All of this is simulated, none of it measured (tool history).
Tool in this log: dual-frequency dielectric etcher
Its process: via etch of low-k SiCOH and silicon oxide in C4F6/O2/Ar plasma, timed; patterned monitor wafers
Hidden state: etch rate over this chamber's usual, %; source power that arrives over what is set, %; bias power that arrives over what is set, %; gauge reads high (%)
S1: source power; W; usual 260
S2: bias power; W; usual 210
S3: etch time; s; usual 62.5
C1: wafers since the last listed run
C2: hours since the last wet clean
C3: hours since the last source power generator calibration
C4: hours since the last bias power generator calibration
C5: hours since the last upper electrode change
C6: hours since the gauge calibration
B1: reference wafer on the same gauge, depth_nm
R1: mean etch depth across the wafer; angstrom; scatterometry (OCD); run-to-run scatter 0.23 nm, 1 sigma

run   hour   S1   S2    S3   C1     C2      C3     C4      C5      C6     B1    R1
  1      0  260  210  62.5    0  380.6  4643.2   26.9  5249.2   994.5    144  1517
      40.1  -- upper electrode replaced
  2   40.6  260  210  62.5  155  421.2  4683.8   67.5     0.5  1035.1    144  1519
  3   42.2  260  179  62.5   15  422.8  4685.4   69.1     2.1  1036.7    144  1439
  4   71.8  260  179  62.5  277  452.4    4715   98.7    31.7  1066.3  144.1  1442
  5   99.4  290  210  62.5  258    480  4742.6  126.3    59.3  1093.9    144  1602
     142.4  -- wet clean of the chamber
  6  142.9  260  210  62.5  182    0.5  4786.1  169.8   102.8  1137.4    144  1508
  7  157.9  260  210  62.5  140   15.5  4801.1  184.8   117.8  1152.4  144.1  1505
  8  179.2  260  210  62.5  199   36.8  4822.4  206.1   139.1  1173.7  143.9  1509
  9  202.9  260  210  62.5  222   60.5  4846.1  229.8   162.8  1197.4    144  1510
 10  224.9  310  170  62.5  206   82.5  4868.1  251.8   184.8  1219.4    144  1526
 11  256.3  230  210  62.5  294  113.9  4899.5  283.2   216.2  1250.8    144  1428
 12  277.6  260  210  62.5  199  135.2  4920.8  304.5   237.5  1272.1    144  1513
 13  302.6  260  210  62.5  234  160.2  4945.8  329.5   262.5  1297.1  143.9  1510
 14  338.2  260  210  62.5  334  195.8  4981.4  365.1   298.1  1332.7    144  1516
     352.5  -- gauge calibrated
 15  354.4  260  210  62.5  152    212  4997.6  381.3   314.3     1.9    144  1515
     367.9  -- source power generator calibrated
 16  384.1  280  210  71.5  241  241.7    16.2    411     344    31.6  143.9  1833
 17  408.2  260  210  72.5  226  265.8    40.3  435.1   368.1    55.7  144.1  1796
 18  421.6  260  179  62.5  125  279.2    53.7  448.5   381.5    69.1    144  1460
 19  450.5  260  249    79  271  308.1    82.6  477.4   410.4      98    144  2075
 20  481.4  310  173  62.5  289    339   113.5  508.3   441.3   128.9    144  1570
 21  501.8  310  261    46  191  359.4   133.9  528.7   461.7   149.3    144  1330
 22  528.7  210  192  72.5  252  386.3   160.8  555.6   488.6   176.2  143.9  1573

Run 23 has not been measured yet. What should we expect?
 23  548.5  280  210  62.5  185  406.1  180.6  575.4  508.4  196   ?   ?

{"run 23": {"B1": 144.1, "R1": 1603}}
Had the tool carried no hidden state, the very same run would have given R1 1595 angstrom.

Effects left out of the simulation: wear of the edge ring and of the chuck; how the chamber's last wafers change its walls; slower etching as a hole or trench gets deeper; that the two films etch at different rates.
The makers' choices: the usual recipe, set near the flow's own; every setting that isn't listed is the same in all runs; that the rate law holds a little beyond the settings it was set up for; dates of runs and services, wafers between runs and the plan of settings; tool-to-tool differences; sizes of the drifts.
